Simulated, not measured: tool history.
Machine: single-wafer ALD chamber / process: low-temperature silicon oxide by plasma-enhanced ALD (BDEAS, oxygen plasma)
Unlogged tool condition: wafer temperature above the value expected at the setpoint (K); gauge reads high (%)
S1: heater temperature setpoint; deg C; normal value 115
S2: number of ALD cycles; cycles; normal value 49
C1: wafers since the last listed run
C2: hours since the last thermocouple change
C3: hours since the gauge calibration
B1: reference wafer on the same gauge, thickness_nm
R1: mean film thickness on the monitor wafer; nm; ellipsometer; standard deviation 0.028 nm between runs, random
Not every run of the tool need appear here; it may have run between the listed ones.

Run 1, hour 0: usual settings but S1 110 deg C; C1 0; C2 2404.3; C3 700.8; B1 7.917. Result: R1 6.692 nm.
Run 2, hour 54.4: usual settings but S1 110 deg C; C1 346; C2 2458.7; C3 755.2; B1 7.911. Result: R1 6.606 nm.
Run 3, hour 95.6: usual settings; C1 262; C2 2499.9; C3 796.4; B1 7.908. Result: R1 6.56 nm.
Run 4, hour 162.3: usual settings; C1 425; C2 2566.6; C3 863.1; B1 7.897. Result: R1 6.608 nm.
Run 5, hour 206.5: usual settings; C1 281; C2 2610.8; C3 907.3; B1 7.895. Result: R1 6.564 nm.
Run 6, hour 248.4: usual settings; C1 266; C2 2652.7; C3 949.2; B1 7.889. Result: R1 6.602 nm.
Run 7, hour 318: usual settings; C1 443; C2 2722.3; C3 1018.8; B1 7.889. Result: R1 6.608 nm.
Run 8, hour 356.3: usual settings; C1 244; C2 2760.6; C3 1057.1; B1 7.882. Result: R1 6.619 nm.
Run 9, hour 404.3: usual settings; C1 305; C2 2808.6; C3 1105.1; B1 7.882. Result: R1 6.569 nm.
Run 10, hour 441.9: usual settings; C1 239; C2 2846.2; C3 1142.7; B1 7.874. Result: R1 6.643 nm.
Run 11, hour 502.2: usual settings; C1 384; C2 2906.5; C3 1203; B1 7.87. Result: R1 6.587 nm.
Run 12, hour 566.9: usual settings; C1 412; C2 2971.2; C3 1267.7; B1 7.854. Result: R1 6.519 nm.
At hour 581.8: thermocouple changed; heater temperature recalibrated.
Run 13, hour 626.2: usual settings; C1 326; C2 44.4; C3 1327; B1 7.856. Result: R1 6.562 nm.
Run 14, hour 659.9: usual settings but S1 108 deg C; C1 214; C2 78.1; C3 1360.7; B1 7.847. Result: R1 6.64 nm.
Run 15, hour 703.7: usual settings but S1 108 deg C; C1 279; C2 121.9; C3 1404.5; B1 7.831. Result: R1 6.663 nm.
Run 16, hour 745.8: usual settings but S1 108 deg C; C1 268; C2 164; C3 1446.6; B1 7.833. Result: R1 6.62 nm.
Run 17, hour 785.2: usual settings but S1 112 deg C, S2 51 cycles; C1 251; C2 203.4; C3 1486; B1 7.817. Result: R1 6.865 nm.
Run 18, hour 836.5: usual settings but S1 107 deg C, S2 43 cycles; C1 326; C2 254.7; C3 1537.3; B1 7.818. Result: R1 5.869 nm.
Run 19, hour 890.6: usual settings but S1 107 deg C, S2 43 cycles; C1 344; C2 308.8; C3 1591.4; B1 7.811. Result: R1 5.805 nm.
Run 20, hour 918.6: usual settings but S1 107 deg C, S2 43 cycles; C1 178; C2 336.8; C3 1619.4; B1 7.811. Result: R1 5.795 nm.
Run 21, hour 962.1: usual settings but S2 42 cycles; C1 277; C2 380.3; C3 1662.9; B1 7.793. Result: R1 5.595 nm.
Run 22, hour 1030.4: usual settings; C1 435; C2 448.6; C3 1731.2; B1 7.786. Result: R1 6.516 nm.
Run 23, hour 1092.4: usual settings; C1 395; C2 510.6; C3 1793.2; B1 7.783. Result: R1 6.48 nm.
Run 24, hour 1119.1: usual settings but S1 101 deg C; C1 170; C2 537.3; C3 1819.9; B1 7.776. Result: R1 6.657 nm.
Run 25, hour 1168.8: usual settings; C1 316; C2 587; C3 1869.6; B1 7.769. Result: R1 6.46 nm.
Run 26, hour 1197.1: usual settings but S1 102 deg C, S2 43 cycles; C1 180; C2 615.3; C3 1897.9; B1 7.761. Result: R1 5.867 nm.
Run 27, hour 1223.7: usual settings but S1 125 deg C, S2 56 cycles; C1 169; C2 641.9; C3 1924.5; B1 7.742. Result: R1 7.313 nm.
Run 28, hour 1263.3: usual settings; C1 252; C2 681.5; C3 1964.1; B1 7.75. Result: R1 6.465 nm.
At hour 1304.4: gauge calibrated.
Run 29, hour 1305.3: usual settings but S1 107 deg C, S2 57 cycles; C1 267; C2 723.5; C3 0.9; B1 7.936. Result: R1 7.846 nm.
Run 30, hour 1366.6: usual settings but S2 58 cycles; C1 390; C2 784.8; C3 62.2; B1 7.945. Result: R1 7.842 nm.
Run 31, hour 1426: usual settings but S1 121 deg C, S2 41 cycles; C1 378; C2 844.2; C3 121.6; B1 7.946. Result: R1 5.438 nm.
Run 32, hour 1452.8: usual settings but S1 125 deg C, S2 52 cycles; C1 170; C2 871; C3 148.4; B1 7.932. Result: R1 6.903 nm.
Run 33, hour 1512.4: usual settings but S1 102 deg C, S2 42 cycles; C1 379; C2 930.6; C3 208; B1 7.941. Result: R1 5.828 nm.
Run 34, hour 1543.2: usual settings but S1 111 deg C, S2 44 cycles; C1 196; C2 961.4; C3 238.8; B1 7.947. Result: R1 5.988 nm.
Run 35, hour 1601.4: usual settings but S1 106 deg C, S2 40 cycles; C1 370; C2 1019.6; C3 297; B1 7.944. Result: R1 5.497 nm.
Run 36, hour 1670.9: usual settings but S1 129 deg C, S2 55 cycles; C1 442; C2 1089.1; C3 366.5; B1 7.935. Result: R1 7.264 nm.
Run 37, hour 1697.2: usual settings; C1 167; C2 1115.4; C3 392.8; B1 7.937. Result: R1 6.564 nm.
Run 38, hour 1737.8: usual settings but S1 123 deg C; C1 258; C2 1156; C3 433.4; B1 7.933. Result: R1 6.552 nm.
Run 39, hour 1775.1: usual settings but S2 53 cycles; C1 237; C2 1193.3; C3 470.7; B1 7.931. Result: R1 7.244 nm.
Run 40, hour 1837: usual settings but S1 106 deg C; C1 394; C2 1255.2; C3 532.6; B1 7.926. Result: R1 6.68 nm.
Run 41, hour 1900: usual settings but S1 107 deg C, S2 54 cycles; C1 401; C2 1318.2; C3 595.6; B1 7.933. Result: R1 7.447 nm.

3 ways to go on from here, each from the tool as it stands after run 41. What would each give?
Run A, hour 1900.5: usual settings but S2 56 cycles; C1 3; C2 1318.7; C3 596.1; B1 ?. Result: R1 ?.
Run B, hour 1900.5: usual settings but S1 107 deg C, S2 53 cycles; C1 3; C2 1318.7; C3 596.1; B1 ?. Result: R1 ?.
Run C, hour 1900.5: usual settings but S1 111 deg C, S2 40 cycles; C1 3; C2 1318.7; C3 596.1; B1 ?. Result: R1 ?.

run     B1     R1
  A  7.929   7.59
  B  7.929  7.279
  C  7.929  5.457
Take away the tool's hidden state, keep each run's random variation, and the runs would have read:
run     R1
  A  7.604
  B  7.293
  C  5.468
